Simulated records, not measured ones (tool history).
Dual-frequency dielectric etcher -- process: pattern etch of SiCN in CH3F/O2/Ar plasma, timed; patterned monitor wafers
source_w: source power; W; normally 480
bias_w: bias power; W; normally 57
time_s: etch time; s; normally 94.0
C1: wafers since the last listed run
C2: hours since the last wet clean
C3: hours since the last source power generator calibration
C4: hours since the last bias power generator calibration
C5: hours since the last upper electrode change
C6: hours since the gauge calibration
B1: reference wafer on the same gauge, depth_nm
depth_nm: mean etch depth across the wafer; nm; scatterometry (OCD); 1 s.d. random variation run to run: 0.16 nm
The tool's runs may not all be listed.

{"run": 1, "hour": 0.0, "source_w": 430, "bias_w": 57, "time_s": 82.5, "C1": 0, "C2": 9.6, "C3": 4990.6, "C4": 56.4, "C5": 2247.5, "C6": 706.5, "B1": 26.61, "depth_nm": 27.03}
{"run": 2, "hour": 17.3, "source_w": 480, "bias_w": 57, "time_s": 94.0, "C1": 108, "C2": 26.9, "C3": 5007.9, "C4": 73.7, "C5": 2264.8, "C6": 723.8, "B1": 26.59, "depth_nm": 31.09}
{"run": 3, "hour": 46.7, "source_w": 480, "bias_w": 57, "time_s": 109.0, "C1": 184, "C2": 56.3, "C3": 5037.3, "C4": 103.1, "C5": 2294.2, "C6": 753.2, "B1": 26.59, "depth_nm": 36.45}
{"run": 4, "hour": 62.6, "source_w": 480, "bias_w": 57, "time_s": 109.0, "C1": 99, "C2": 72.2, "C3": 5053.2, "C4": 119.0, "C5": 2310.1, "C6": 769.1, "B1": 26.64, "depth_nm": 36.14}
{"run": 5, "hour": 76.9, "source_w": 480, "bias_w": 57, "time_s": 109.0, "C1": 89, "C2": 86.5, "C3": 5067.5, "C4": 133.3, "C5": 2324.4, "C6": 783.4, "B1": 26.57, "depth_nm": 36.11}
{"run": 6, "hour": 111.3, "source_w": 480, "bias_w": 57, "time_s": 94.0, "C1": 216, "C2": 120.9, "C3": 5101.9, "C4": 167.7, "C5": 2358.8, "C6": 817.8, "B1": 26.61, "depth_nm": 31.22}
{"run": 7, "hour": 131.5, "source_w": 410, "bias_w": 44, "time_s": 82.5, "C1": 127, "C2": 141.1, "C3": 5122.1, "C4": 187.9, "C5": 2379.0, "C6": 838.0, "B1": 26.6, "depth_nm": 25.21}
{"run": 8, "hour": 147.0, "source_w": 480, "bias_w": 64, "time_s": 113.0, "C1": 97, "C2": 156.6, "C3": 5137.6, "C4": 203.4, "C5": 2394.5, "C6": 853.5, "B1": 26.59, "depth_nm": 38.28}
{"hour": 188.2, "done": "wet clean of the chamber, repeated, since the last time left the tool worse"}
{"run": 9, "hour": 188.7, "source_w": 380, "bias_w": 45, "time_s": 109.0, "C1": 111, "C2": 0.5, "C3": 5179.3, "C4": 245.1, "C5": 2436.2, "C6": 895.2, "B1": 26.62, "depth_nm": 31.28}
{"run": 10, "hour": 198.1, "source_w": 480, "bias_w": 71, "time_s": 112.0, "C1": 59, "C2": 9.9, "C3": 5188.7, "C4": 254.5, "C5": 2445.6, "C6": 904.6, "B1": 26.6, "depth_nm": 36.31}
{"run": 11, "hour": 212.6, "source_w": 480, "bias_w": 45, "time_s": 114.0, "C1": 91, "C2": 24.4, "C3": 5203.2, "C4": 269.0, "C5": 2460.1, "C6": 919.1, "B1": 26.62, "depth_nm": 34.47}
{"run": 12, "hour": 224.9, "source_w": 550, "bias_w": 57, "time_s": 107.0, "C1": 77, "C2": 36.7, "C3": 5215.5, "C4": 281.3, "C5": 2472.4, "C6": 931.4, "B1": 26.58, "depth_nm": 34.81}
{"run": 13, "hour": 247.7, "source_w": 480, "bias_w": 57, "time_s": 119.0, "C1": 143, "C2": 59.5, "C3": 5238.3, "C4": 304.1, "C5": 2495.2, "C6": 954.2, "B1": 26.61, "depth_nm": 36.95}
{"run": 14, "hour": 267.2, "source_w": 410, "bias_w": 64, "time_s": 66.0, "C1": 122, "C2": 79.0, "C3": 5257.8, "C4": 323.6, "C5": 2514.7, "C6": 973.7, "B1": 26.62, "depth_nm": 20.09}
{"run": 15, "hour": 280.2, "source_w": 480, "bias_w": 57, "time_s": 94.0, "C1": 81, "C2": 92.0, "C3": 5270.8, "C4": 336.6, "C5": 2527.7, "C6": 986.7, "B1": 26.6, "depth_nm": 29.23}
{"run": 16, "hour": 309.0, "source_w": 480, "bias_w": 57, "time_s": 94.0, "C1": 181, "C2": 120.8, "C3": 5299.6, "C4": 365.4, "C5": 2556.5, "C6": 1015.5, "B1": 26.58, "depth_nm": 28.78}
{"run": 17, "hour": 339.7, "source_w": 480, "bias_w": 57, "time_s": 94.0, "C1": 193, "C2": 151.5, "C3": 5330.3, "C4": 396.1, "C5": 2587.2, "C6": 1046.2, "B1": 26.6, "depth_nm": 28.98}
{"run": 18, "hour": 355.1, "source_w": 480, "bias_w": 57, "time_s": 94.0, "C1": 96, "C2": 166.9, "C3": 5345.7, "C4": 411.5, "C5": 2602.6, "C6": 1061.6, "B1": 26.58, "depth_nm": 29.31}
{"run": 19, "hour": 378.2, "source_w": 480, "bias_w": 57, "time_s": 94.0, "C1": 145, "C2": 190.0, "C3": 5368.8, "C4": 434.6, "C5": 2625.7, "C6": 1084.7, "B1": 26.59, "depth_nm": 29.02}
{"run": 20, "hour": 405.1, "source_w": 410, "bias_w": 57, "time_s": 82.5, "C1": 169, "C2": 216.9, "C3": 5395.7, "C4": 461.5, "C5": 2652.6, "C6": 1111.6, "B1": 26.61, "depth_nm": 24.6}
{"hour": 424.5, "done": "gauge calibrated"}
{"hour": 484.0, "done": "upper electrode replaced"}
{"hour": 486.6, "done": "source power generator calibrated"}
{"run": 21, "hour": 488.4, "source_w": 420, "bias_w": 57, "time_s": 67.5, "C1": 357, "C2": 300.2, "C3": 1.8, "C4": 544.8, "C5": 4.4, "C6": 63.9, "B1": 26.58, "depth_nm": 20.0}
{"run": 22, "hour": 504.3, "source_w": 380, "bias_w": 46, "time_s": 114.0, "C1": 99, "C2": 316.1, "C3": 17.7, "C4": 560.7, "C5": 20.3, "C6": 79.8, "B1": 26.6, "depth_nm": 32.12}
{"run": 23, "hour": 530.5, "source_w": 480, "bias_w": 57, "time_s": 116.5, "C1": 164, "C2": 342.3, "C3": 43.9, "C4": 586.9, "C5": 46.5, "C6": 106.0, "B1": 26.58, "depth_nm": 35.04}

What does the tool deliver on the next run?
{"run": 24, "hour": 544.7, "source_w": 590, "bias_w": 57, "time_s": 94.0, "C1": 89, "C2": 356.5, "C3": 58.1, "C4": 601.1, "C5": 60.7, "C6": 120.2, "B1": "?", "depth_nm": "?"}

B1: 26.59
depth_nm: 29.91 nm
Minus the tool's unlogged condition, the same run would have read depth_nm 30.66 nm.

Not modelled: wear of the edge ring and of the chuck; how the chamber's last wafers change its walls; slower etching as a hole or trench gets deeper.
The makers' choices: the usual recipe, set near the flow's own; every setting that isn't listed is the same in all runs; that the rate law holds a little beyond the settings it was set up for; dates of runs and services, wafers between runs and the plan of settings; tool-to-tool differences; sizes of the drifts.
